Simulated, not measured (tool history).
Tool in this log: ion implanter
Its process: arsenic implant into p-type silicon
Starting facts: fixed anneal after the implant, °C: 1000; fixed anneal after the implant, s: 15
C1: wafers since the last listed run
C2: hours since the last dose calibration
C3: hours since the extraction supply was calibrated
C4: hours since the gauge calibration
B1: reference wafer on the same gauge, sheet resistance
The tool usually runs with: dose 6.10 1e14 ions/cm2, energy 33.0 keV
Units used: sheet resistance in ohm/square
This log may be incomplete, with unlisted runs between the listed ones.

Run 1, day 0.000: usual settings but dose 6.88 1e14 ions/cm2; C1 0; C2 2085.5; C3 3071.9; C4 557.6; B1 151.99. Result: sheet resistance 156.39 ohm/square.
Run 2, day 4.000: usual settings; C1 1501; C2 2181.5; C3 3167.9; C4 653.6; B1 151.92. Result: sheet resistance 171.19 ohm/square.
Run 3, day 4.875: usual settings; C1 328; C2 2202.5; C3 3188.9; C4 674.6; B1 152.01. Result: sheet resistance 171.27 ohm/square.
Run 4, day 5.996: usual settings; C1 420; C2 2229.4; C3 3215.8; C4 701.5; B1 152.00. Result: sheet resistance 171.30 ohm/square.
Run 5, day 7.421: usual settings but dose 5.31 1e14 ions/cm2; C1 534; C2 2263.6; C3 3250.0; C4 735.7; B1 151.97. Result: sheet resistance 190.29 ohm/square.
Run 6, day 8.733: usual settings; C1 492; C2 2295.1; C3 3281.5; C4 767.2; B1 151.97. Result: sheet resistance 171.36 ohm/square.
Run 7, day 9.921: usual settings but dose 6.56 1e14 ions/cm2; C1 445; C2 2323.6; C3 3310.0; C4 795.7; B1 151.95. Result: sheet resistance 162.87 ohm/square.
Run 8, day 10.596: usual settings but dose 6.56 1e14 ions/cm2; C1 253; C2 2339.8; C3 3326.2; C4 811.9; B1 152.01. Result: sheet resistance 162.39 ohm/square.
At day 11.054: Faraday cup replaced and dose calibrated.
Run 9, day 11.250: usual settings; C1 120; C2 4.7; C3 3341.9; C4 827.6; B1 151.99. Result: sheet resistance 169.24 ohm/square.
Run 10, day 12.067: usual settings; C1 306; C2 24.3; C3 3361.5; C4 847.2; B1 152.02. Result: sheet resistance 169.02 ohm/square.
Run 11, day 13.192: usual settings; C1 422; C2 51.3; C3 3388.5; C4 874.2; B1 152.06. Result: sheet resistance 169.03 ohm/square.
Run 12, day 14.250: usual settings but energy 24.5 keV; C1 397; C2 76.7; C3 3413.9; C4 899.6; B1 151.96. Result: sheet resistance 177.99 ohm/square.
At day 14.825: gauge calibrated.
Run 13, day 15.312: usual settings; C1 398; C2 102.2; C3 3439.4; C4 11.7; B1 152.02. Result: sheet resistance 169.19 ohm/square.
Run 14, day 16.029: usual settings but dose 7.75 1e14 ions/cm2, energy 43.5 keV; C1 269; C2 119.4; C3 3456.6; C4 28.9; B1 151.98. Result: sheet resistance 134.56 ohm/square.
Run 15, day 17.517: usual settings; C1 558; C2 155.1; C3 3492.3; C4 64.6; B1 152.03. Result: sheet resistance 168.90 ohm/square.
Run 16, day 18.458: usual settings but energy 36.0 keV; C1 353; C2 177.7; C3 3514.9; C4 87.2; B1 151.97. Result: sheet resistance 167.11 ohm/square.
Run 17, day 19.925: usual settings but dose 5.53 1e14 ions/cm2, energy 36.5 keV; C1 550; C2 212.9; C3 3550.1; C4 122.4; B1 152.02. Result: sheet resistance 179.12 ohm/square.
Run 18, day 20.833: usual settings but dose 5.20 1e14 ions/cm2; C1 341; C2 234.7; C3 3571.9; C4 144.2; B1 152.02. Result: sheet resistance 191.12 ohm/square.
Run 19, day 21.612: usual settings but energy 25.5 keV; C1 292; C2 253.4; C3 3590.6; C4 162.9; B1 152.03. Result: sheet resistance 177.26 ohm/square.
At day 22.683: extraction supply calibrated.
Run 20, day 22.704: usual settings but dose 6.92 1e14 ions/cm2, energy 22.5 keV; C1 284; C2 279.6; C3 0.5; C4 189.1; B1 151.95. Result: sheet resistance 166.30 ohm/square.
Run 21, day 23.900: usual settings; C1 448; C2 308.3; C3 29.2; C4 217.8; B1 152.02. Result: sheet resistance 169.34 ohm/square.
Run 22, day 25.346: usual settings but dose 7.52 1e14 ions/cm2, energy 36.5 keV; C1 542; C2 343.0; C3 63.9; C4 252.5; B1 151.98. Result: sheet resistance 142.08 ohm/square.
Run 23, day 26.067: usual settings but dose 4.35 1e14 ions/cm2; C1 270; C2 360.3; C3 81.2; C4 269.8; B1 152.03. Result: sheet resistance 218.48 ohm/square.
Run 24, day 27.450: usual settings but dose 5.16 1e14 ions/cm2, energy 40.5 keV; C1 519; C2 393.5; C3 114.4; C4 303.0; B1 152.03. Result: sheet resistance 186.11 ohm/square.
Run 25, day 28.879: usual settings; C1 536; C2 427.8; C3 148.7; C4 337.3; B1 151.97. Result: sheet resistance 169.76 ohm/square.
Run 26, day 29.592: usual settings; C1 267; C2 444.9; C3 165.8; C4 354.4; B1 152.00. Result: sheet resistance 169.17 ohm/square.
Run 27, day 30.633: usual settings but energy 29.5 keV; C1 391; C2 469.9; C3 190.8; C4 379.4; B1 152.05. Result: sheet resistance 173.21 ohm/square.
Run 28, day 31.496: usual settings but dose 4.79 1e14 ions/cm2, energy 38.0 keV; C1 323; C2 490.6; C3 211.5; C4 400.1; B1 152.02. Result: sheet resistance 199.19 ohm/square.
Run 29, day 32.283: usual settings but dose 5.04 1e14 ions/cm2, energy 38.5 keV; C1 295; C2 509.5; C3 230.4; C4 419.0; B1 151.99. Result: sheet resistance 191.90 ohm/square.
Run 30, day 33.162: usual settings but dose 6.56 1e14 ions/cm2; C1 330; C2 530.6; C3 251.5; C4 440.1; B1 152.02. Result: sheet resistance 160.18 ohm/square.
Run 31, day 34.129: usual settings but dose 7.46 1e14 ions/cm2, energy 42.0 keV; C1 362; C2 553.8; C3 274.7; C4 463.3; B1 152.00. Result: sheet resistance 139.69 ohm/square.
Run 32, day 34.938: usual settings but dose 4.75 1e14 ions/cm2, energy 37.5 keV; C1 303; C2 573.2; C3 294.1; C4 482.7; B1 151.97. Result: sheet resistance 200.86 ohm/square.
Run 33, day 36.008: usual settings but energy 39.5 keV; C1 402; C2 598.9; C3 319.8; C4 508.4; B1 152.04. Result: sheet resistance 164.63 ohm/square.
Run 34, day 37.467: usual settings but dose 4.56 1e14 ions/cm2, energy 43.5 keV; C1 547; C2 633.9; C3 354.8; C4 543.4; B1 152.01. Result: sheet resistance 202.51 ohm/square.
Run 35, day 38.554: usual settings but energy 38.0 keV; C1 408; C2 660.0; C3 380.9; C4 569.5; B1 151.99. Result: sheet resistance 165.94 ohm/square.
Run 36, day 39.567: usual settings but dose 5.37 1e14 ions/cm2, energy 24.0 keV; C1 380; C2 684.3; C3 405.2; C4 593.8; B1 151.99. Result: sheet resistance 196.44 ohm/square.

Here are 5 independent what-if runs from the current tool condition. What would each one return?
Run A, day 39.583: usual settings but energy 40.0 keV; C1 6; C2 684.7; C3 405.6; C4 594.2; B1 ?. Result: sheet resistance ?.
Run B, day 39.583: usual settings but dose 7.36 1e14 ions/cm2; C1 6; C2 684.7; C3 405.6; C4 594.2; B1 ?. Result: sheet resistance ?.
Run C, day 39.583: usual settings but dose 7.51 1e14 ions/cm2, energy 23.0 keV; C1 6; C2 684.7; C3 405.6; C4 594.2; B1 ?. Result: sheet resistance ?.
Run D, day 39.583: usual settings but dose 7.23 1e14 ions/cm2; C1 6; C2 684.7; C3 405.6; C4 594.2; B1 ?. Result: sheet resistance ?.
Run E, day 39.583: usual settings but dose 7.21 1e14 ions/cm2, energy 27.5 keV; C1 6; C2 684.7; C3 405.6; C4 594.2; B1 ?. Result: sheet resistance ?.

run      B1  sheet resistance
  A  152.02            164.27
  B  152.02            147.58
  C  152.02            157.29
  D  152.02            149.52
  E  152.02            155.54
The same runs, with their run-to-run variation unchanged, on a tool lacking any hidden condition would have given:
run  sheet resistance
  A            163.50
  B            146.93
  C            156.67
  D            148.85
  E            154.88
